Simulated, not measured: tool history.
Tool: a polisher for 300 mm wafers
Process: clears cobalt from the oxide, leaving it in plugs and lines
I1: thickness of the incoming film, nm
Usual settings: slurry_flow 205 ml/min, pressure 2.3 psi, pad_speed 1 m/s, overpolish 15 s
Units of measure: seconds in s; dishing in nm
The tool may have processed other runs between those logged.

run 1 hour=0 | slurry_flow=205 pressure=2.3 pad_speed=1 overpolish=15 | I1=258.4 | seconds=44 dishing=52.8
run 2 hour=14.7 | slurry_flow=205 pressure=2.3 pad_speed=0.72 overpolish=15 | I1=260.6 | seconds=58.6 dishing=45.3
run 3 hour=27 | slurry_flow=170 pressure=2.3 pad_speed=0.78 overpolish=15 | I1=261.5 | seconds=56.4 dishing=46.6
run 4 hour=42.4 | slurry_flow=170 pressure=2.3 pad_speed=0.78 overpolish=15 | I1=258.8 | seconds=57.2 dishing=47.1
run 5 hour=52.3 | slurry_flow=205 pressure=2.3 pad_speed=1 overpolish=15 | I1=261.5 | seconds=46.9 dishing=52.3
run 6 hour=69.3 | slurry_flow=205 pressure=2.3 pad_speed=1 overpolish=15 | I1=260.6 | seconds=47 dishing=52.5
run 7 hour=81.3 | slurry_flow=205 pressure=2.3 pad_speed=1 overpolish=15 | I1=256.8 | seconds=45.5 dishing=52.7
run 8 hour=96.5 | slurry_flow=205 pressure=2.3 pad_speed=1 overpolish=15 | I1=258.2 | seconds=46.9 dishing=52.9
run 9 hour=105.8 | slurry_flow=205 pressure=2.3 pad_speed=1 overpolish=15 | I1=260.2 | seconds=47.6 dishing=52.6
run 10 hour=120.4 | slurry_flow=205 pressure=2.3 pad_speed=1 overpolish=15 | I1=255.3 | seconds=46.8 dishing=51.1
run 11 hour=133.7 | slurry_flow=205 pressure=2.7 pad_speed=1 overpolish=10 | I1=255.3 | seconds=42.7 dishing=41.8
run 12 hour=147.1 | slurry_flow=205 pressure=2.7 pad_speed=1 overpolish=10 | I1=259.3 | seconds=43.4 dishing=40.6
run 13 hour=163.7 | slurry_flow=135 pressure=2.5 pad_speed=1 overpolish=15 | I1=259.3 | seconds=49.9 dishing=49.4
run 14 hour=180.5 | slurry_flow=140 pressure=2.3 pad_speed=1 overpolish=11 | I1=260 | seconds=56.2 dishing=37
run 15 hour=189.3 | slurry_flow=275 pressure=2.8 pad_speed=0.74 overpolish=12 | I1=261 | seconds=53.9 dishing=39.4
run 16 hour=225 | slurry_flow=205 pressure=2.3 pad_speed=1 overpolish=15 | I1=256.9 | seconds=45 dishing=52.7
run 17 hour=241.6 | slurry_flow=205 pressure=2 pad_speed=1 overpolish=21 | I1=258.8 | seconds=52.1 dishing=60.1
run 18 hour=251.7 | slurry_flow=205 pressure=2.3 pad_speed=1 overpolish=15 | I1=260.8 | seconds=46.2 dishing=53.3
run 19 hour=259.5 | slurry_flow=205 pressure=2.9 pad_speed=1 overpolish=15 | I1=264.9 | seconds=37.1 dishing=62.3
run 20 hour=281.4 | slurry_flow=205 pressure=2.8 pad_speed=1.2 overpolish=15 | I1=262.2 | seconds=33.3 dishing=66.2
run 21 hour=299 | slurry_flow=205 pressure=2.7 pad_speed=1 overpolish=10 | I1=261.9 | seconds=40.1 dishing=44.2
run 22 hour=308.8 | slurry_flow=205 pressure=1.6 pad_speed=1.3 overpolish=15 | I1=262.1 | seconds=55 dishing=47.3
run 23 hour=324.3 | slurry_flow=205 pressure=2.3 pad_speed=1 overpolish=15 | I1=258 | seconds=46.6 dishing=51.6
run 24 hour=338.9 | slurry_flow=245 pressure=1.9 pad_speed=0.72 overpolish=15 | I1=262 | seconds=69.5 dishing=37.6

Not shown: 5 entries that the log had between the listed runs. Between which runs, and how does the tool's hidden state differ before and after?
From run 10 to run 11: worn pad replaced by a new one (hour 127.3)
  removal rate lost through wear of the pad, %: 5.59 -> 12.7
  difference, measured minus the result without the unlogged condition, seconds: +2.6 -> +5.4 s; dishing: -1.9 -> -4.3 nm
From run 15 to run 16: worn pad replaced by a new one, repeated, since the last time left the tool worse (hour 200.8); slurry nozzle cleaned (hour 206.1)
  removal rate lost through wear of the pad, %: 15.1 -> 1.76
  difference, measured minus the result without the unlogged condition, seconds: +8.2 -> +0.8 s; dishing: -5.1 -> -0.6 nm
From run 19 to run 20: head pressure recalibrated (hour 261.9)
  removal rate lost through wear of the pad, %: 3.27 -> 4.22
  difference, measured minus the result without the unlogged condition, seconds: +1.2 -> +1.4 s; dishing: -1.2 -> -1.5 nm
From run 23 to run 24: worn pad replaced by a new one (hour 337.9)
  removal rate lost through wear of the pad, %: 6.1 -> 0.359
  difference, measured minus the result without the unlogged condition, seconds: +2.8 -> +0.2 s; dishing: -2.2 -> -0.1 nm
